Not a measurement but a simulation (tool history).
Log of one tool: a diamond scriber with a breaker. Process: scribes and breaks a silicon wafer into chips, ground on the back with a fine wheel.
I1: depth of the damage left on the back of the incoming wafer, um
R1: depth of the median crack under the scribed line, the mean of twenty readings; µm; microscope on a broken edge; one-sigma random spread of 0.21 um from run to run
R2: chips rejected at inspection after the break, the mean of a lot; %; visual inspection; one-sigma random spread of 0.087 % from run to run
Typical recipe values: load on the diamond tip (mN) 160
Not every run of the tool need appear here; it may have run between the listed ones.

{"run": 1, "day": 0.0, "load on the diamond tip (mN)": 160, "I1": 2.45, "R1": 12.33, "R2": 1.5}
{"run": 2, "day": 1.062, "load on the diamond tip (mN)": 160, "I1": 2.93, "R1": 12.34, "R2": 2.17}
{"run": 3, "day": 4.046, "load on the diamond tip (mN)": 160, "I1": 2.12, "R1": 12.13, "R2": 1.25}
{"run": 4, "day": 6.333, "load on the diamond tip (mN)": 160, "I1": 1.58, "R1": 12.04, "R2": 1.27}
{"run": 5, "day": 7.95, "load on the diamond tip (mN)": 160, "I1": 1.57, "R1": 11.8, "R2": 1.58}
{"run": 6, "day": 11.771, "load on the diamond tip (mN)": 160, "I1": 1.74, "R1": 10.8, "R2": 3.08}
{"run": 7, "day": 13.25, "load on the diamond tip (mN)": 160, "I1": 1.69, "R1": 10.89, "R2": 4.11}
{"run": 8, "day": 14.838, "load on the diamond tip (mN)": 160, "I1": 2.72, "R1": 10.39, "R2": 7.78}
{"run": 9, "day": 16.454, "load on the diamond tip (mN)": 160, "I1": 1.51, "R1": 10.44, "R2": 7.58}
{"day": 16.758, "done": "diamond tip replaced by a new one"}
{"run": 10, "day": 19.262, "load on the diamond tip (mN)": 187, "I1": 2.6, "R1": 14.52, "R2": 5.36}
{"run": 11, "day": 21.442, "load on the diamond tip (mN)": 160, "I1": 2.56, "R1": 12.36, "R2": 1.46}
{"day": 21.738, "done": "load on the tip recalibrated"}
{"run": 12, "day": 23.812, "load on the diamond tip (mN)": 160, "I1": 1.56, "R1": 11.85, "R2": 0.81}
{"run": 13, "day": 25.833, "load on the diamond tip (mN)": 160, "I1": 2.96, "R1": 12.15, "R2": 2.62}
{"run": 14, "day": 27.554, "load on the diamond tip (mN)": 121, "I1": 1.76, "R1": 8.05, "R2": 32.77}
{"run": 15, "day": 30.0, "load on the diamond tip (mN)": 197, "I1": 2.41, "R1": 14.25, "R2": 5.7}
{"run": 16, "day": 31.433, "load on the diamond tip (mN)": 160, "I1": 2.23, "R1": 11.36, "R2": 3.2}
{"run": 17, "day": 32.592, "load on the diamond tip (mN)": 185, "I1": 1.71, "R1": 13.26, "R2": 1.27}
{"run": 18, "day": 37.192, "load on the diamond tip (mN)": 194, "I1": 1.69, "R1": 12.62, "R2": 0.75}
{"day": 39.079, "done": "diamond tip replaced by a new one"}
{"run": 19, "day": 40.712, "load on the diamond tip (mN)": 160, "I1": 2.17, "R1": 12.32, "R2": 1.24}
{"run": 20, "day": 43.362, "load on the diamond tip (mN)": 181, "I1": 2.62, "R1": 13.84, "R2": 4.54}
{"run": 21, "day": 47.625, "load on the diamond tip (mN)": 136, "I1": 1.68, "R1": 9.75, "R2": 12.34}
{"run": 22, "day": 50.221, "load on the diamond tip (mN)": 160, "I1": 2.61, "R1": 11.81, "R2": 2.85}

Predict the results of run 23:
{"run": 23, "day": 51.308, "load on the diamond tip (mN)": 112, "I1": 2.62, "R1": "?", "R2": "?"}

R1: 6.93 µm
R2: 50.35 %
With the hidden condition absent and the run-to-run variation left alone, this run would have shown R1 7.46 µm, R2 40.96 %.

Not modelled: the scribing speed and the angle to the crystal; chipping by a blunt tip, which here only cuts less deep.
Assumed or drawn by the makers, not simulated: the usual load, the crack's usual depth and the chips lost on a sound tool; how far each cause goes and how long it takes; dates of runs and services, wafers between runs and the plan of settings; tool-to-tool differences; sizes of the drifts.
